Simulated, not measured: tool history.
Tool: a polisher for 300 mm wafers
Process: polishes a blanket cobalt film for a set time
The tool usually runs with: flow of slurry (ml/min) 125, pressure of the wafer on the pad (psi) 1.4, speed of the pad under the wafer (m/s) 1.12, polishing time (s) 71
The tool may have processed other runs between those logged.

run    hour  flow of slurry (ml/min)  pressure of the wafer on the pad (psi)  speed of the pad under the wafer (m/s)  polishing time (s)  incoming thickness of the incoming film, nm  film removed (Å)
  1       0                      125                                     1.1                                    1.12                  71                                        847.4              1983
  2    96.3                      125                                     1.1                                    1.12                  71                                        845.5              1969
      166.4  -- worn pad replaced by a new one
  3   171.2                      125                                     1.4                                    1.12                  71                                        847.4              2661
  4   248.7                      125                                     1.4                                    1.12                  71                                          848              2592
        310  -- slurry nozzle cleaned
  5   411.4                      125                                     1.4                                    1.12                  87                                        857.2              3027
  6     491                      125                                     1.4                                    1.12                  87                                        840.7              2998
      493.3  -- head pressure recalibrated
  7   556.7                      125                                     1.4                                    1.12                  80                                        857.3              2857
      587.9  -- worn pad replaced by a new one
  8   633.6                      125                                     1.4                                    1.12                  80                                        845.7              2959
      747.3  -- slurry nozzle cleaned
  9   956.5                      125                                     1.4                                    1.12                  80                                        852.7              2789
     1011.2  -- worn pad replaced by a new one
 10  1012.9                      125                                     1.4                                    1.12                  71                                        853.1              2648
 11  1058.3                      125                                     1.4                                    1.12                  71                                        859.7              2592
 12  1113.7                      125                                     1.4                                    1.12                  71                                        859.8              2533
       1129  -- slurry nozzle cleaned
     1137.4  -- head pressure recalibrated
 13  1182.2                      125                                     1.4                                    0.88                  71                                        856.9              2087
 14  1240.2                      125                                     1.4                                    1.12                  56                                        839.3              1940
 15  1327.4                      125                                     1.2                                    1.12                  94                                        851.6              2871
 16  1397.9                      165                                     0.9                                    1.38                  71                                          837              2071
 17  1450.4                      125                                     1.4                                    1.12                  87                                        836.2              3075
     1486.1  -- worn pad replaced by a new one
 18  1520.1                      125                                     1.4                                    1.52                  71                                        860.2              3406
     1544.4  -- slurry nozzle cleaned
 19  1603.4                      125                                     1.4                                    1.12                  71                                        841.7              2522
     1626.5  -- head pressure recalibrated
 20    1673                      125                                     1.4                                    1.12                  71                                        866.2              2610
 21  1711.8                      125                                     1.1                                    0.92                  71                                        850.2              1679
 22  1796.7                      125                                     1.4                                    1.12                  71                                        845.5              2510
 23  1833.7                      155                                     1.1                                       1                  71                                        860.9              1838
 24  1921.2                      125                                     1.4                                    1.12                  80                                          844              2785
     1927.9  -- worn pad replaced by a new one
 25  1992.4                      125                                     1.4                                    1.12                  58                                        852.6              2106
     2026.1  -- slurry nozzle cleaned
 26  2039.6                      125                                     1.1                                    1.12                  60                                        853.6              1707

Estimate the outcome of run 27 from the log above:
 27  2120.5                      125                                     1.4                                    1.12                  71                                        837.7                 ?

film removed (Å): 2550
Were there no unlogged condition in the tool, this run, its random variation unchanged, would have produced film removed (Å) 2684.
